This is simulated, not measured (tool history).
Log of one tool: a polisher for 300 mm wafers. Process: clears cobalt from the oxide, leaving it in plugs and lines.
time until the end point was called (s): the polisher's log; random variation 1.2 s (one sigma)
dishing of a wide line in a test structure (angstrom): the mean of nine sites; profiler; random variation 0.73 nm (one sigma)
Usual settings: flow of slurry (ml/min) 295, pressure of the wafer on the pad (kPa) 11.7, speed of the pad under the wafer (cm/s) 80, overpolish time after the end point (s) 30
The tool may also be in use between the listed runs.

run	hour	flow of slurry (ml/min)	pressure of the wafer on the pad (kPa)	speed of the pad under the wafer (cm/s)	overpolish time after the end point (s)	wafers since the last listed run	wafers polished on this pad	hours since the slurry nozzle was cleaned	hours since the head pressure was calibrated	incoming thickness of the incoming film, nm	time until the end point was called (s)	dishing of a wide line in a test structure (angstrom)
1	0.0	295	11.7	80	30	0	444	140.9	673.9	199.6	64.2	446
2	83.8	375	11.7	80	30	687	1131	224.7	757.7	201.5	61.6	441
# hour 102.1: head pressure recalibrated
3	171.9	375	11.7	80	30	706	1838	312.8	69.8	200.6	62.9	432
4	237.4	295	11.7	80	30	537	2375	378.3	135.3	198.7	62.6	422
5	311.3	295	11.7	80	30	606	2981	452.2	209.2	199.4	67.0	429
6	406.6	295	11.7	80	30	781	3763	547.5	304.5	198.1	67.4	431
# hour 465.4: slurry nozzle cleaned
# hour 474.1: worn pad replaced by a new one
7	508.6	295	11.7	80	30	795	283	43.2	406.5	202.3	64.0	437
8	565.8	295	11.7	80	30	469	752	100.4	463.7	199.8	62.3	441
9	624.5	295	11.7	80	30	481	1234	159.1	522.4	201.4	63.9	432
10	677.8	295	11.7	80	30	437	1671	212.4	575.7	199.0	63.4	434
11	717.7	295	11.7	80	30	327	1998	252.3	615.6	200.2	65.5	428
12	759.7	295	11.7	80	30	344	2343	294.3	657.6	199.3	63.3	428
# hour 774.1: head pressure recalibrated
13	828.3	295	11.7	80	30	546	2889	362.9	54.2	202.5	66.5	430
14	881.3	295	11.7	80	30	434	3324	415.9	107.2	197.8	64.6	435
# hour 989.3: slurry nozzle cleaned
# hour 1053.2: worn pad replaced by a new one
15	1150.6	295	10.3	80	30	2168	799	161.3	376.5	198.9	67.9	436
16	1242.3	350	11.7	94	44	752	1551	253.0	468.2	201.9	55.8	499
17	1319.9	295	11.7	100	30	636	2188	330.6	545.8	199.7	50.2	464
# hour 1401.5: head pressure recalibrated
18	1596.8	190	11.7	80	38	2255	4443	607.5	195.3	201.3	74.7	442
# hour 1603.7: slurry nozzle cleaned
19	1683.6	225	10.3	80	30	703	5147	79.9	282.1	199.1	67.4	406
# hour 1707.7: worn pad replaced by a new one
20	1749.3	295	11.7	80	30	506	340	145.6	347.8	197.3	65.1	424
21	1812.4	295	11.7	80	30	517	858	208.7	410.9	196.0	62.6	436
22	1907.1	235	11.7	80	30	776	1635	303.4	505.6	201.8	66.5	414
23	1989.5	295	11.7	80	18	676	2311	385.8	588.0	201.3	66.6	330
24	2043.4	295	11.7	80	30	442	2753	439.7	641.9	197.1	64.8	429
25	2115.2	225	10.3	80	30	589	3342	511.5	713.7	197.5	73.9	405
26	2168.1	295	11.7	54	30	434	3776	564.4	766.6	200.3	95.9	349
# hour 2182.4: head pressure recalibrated
27	2232.7	350	11.7	98	30	513	4290	629.0	50.3	198.3	55.9	464
# hour 2262.1: slurry nozzle cleaned
# hour 2283.8: worn pad replaced by a new one
28	2316.0	200	11.7	66	30	642	264	53.9	133.6	199.9	81.0	389
29	2364.1	295	11.7	80	30	394	658	102.0	181.7	199.7	63.3	440
30	2428.0	295	11.7	80	30	524	1182	165.9	245.6	197.2	64.9	432
31	2495.6	295	11.7	80	14	554	1737	233.5	313.2	199.5	63.8	278
32	2563.5	295	11.7	88	30	557	2294	301.4	381.1	199.0	60.9	451
33	2609.2	295	11.7	80	30	374	2669	347.1	426.8	201.0	64.8	440

Forecast each of these 5 alternatives for the next run:
A	2609.7	340	11.7	80	30	4	2673	347.6	427.3	198.7	?	?
B	2609.7	230	11.7	80	30	4	2673	347.6	427.3	198.7	?	?
C	2609.7	380	9.0	80	30	4	2673	347.6	427.3	198.7	?	?
D	2609.7	345	9.0	70	46	4	2673	347.6	427.3	198.7	?	?
E	2609.7	295	13.8	80	45	4	2673	347.6	427.3	198.7	?	?

run	time until the end point was called (s)	dishing of a wide line in a test structure (angstrom)
A	63.5	429
B	67.4	419
C	72.9	406
D	82.9	456
E	58.5	493
Without the tool's hidden state the same runs would have given:
run	time until the end point was called (s)	dishing of a wide line in a test structure (angstrom)
A	61.2	435
B	63.9	428
C	70.7	412
D	80.1	461
E	56.1	496
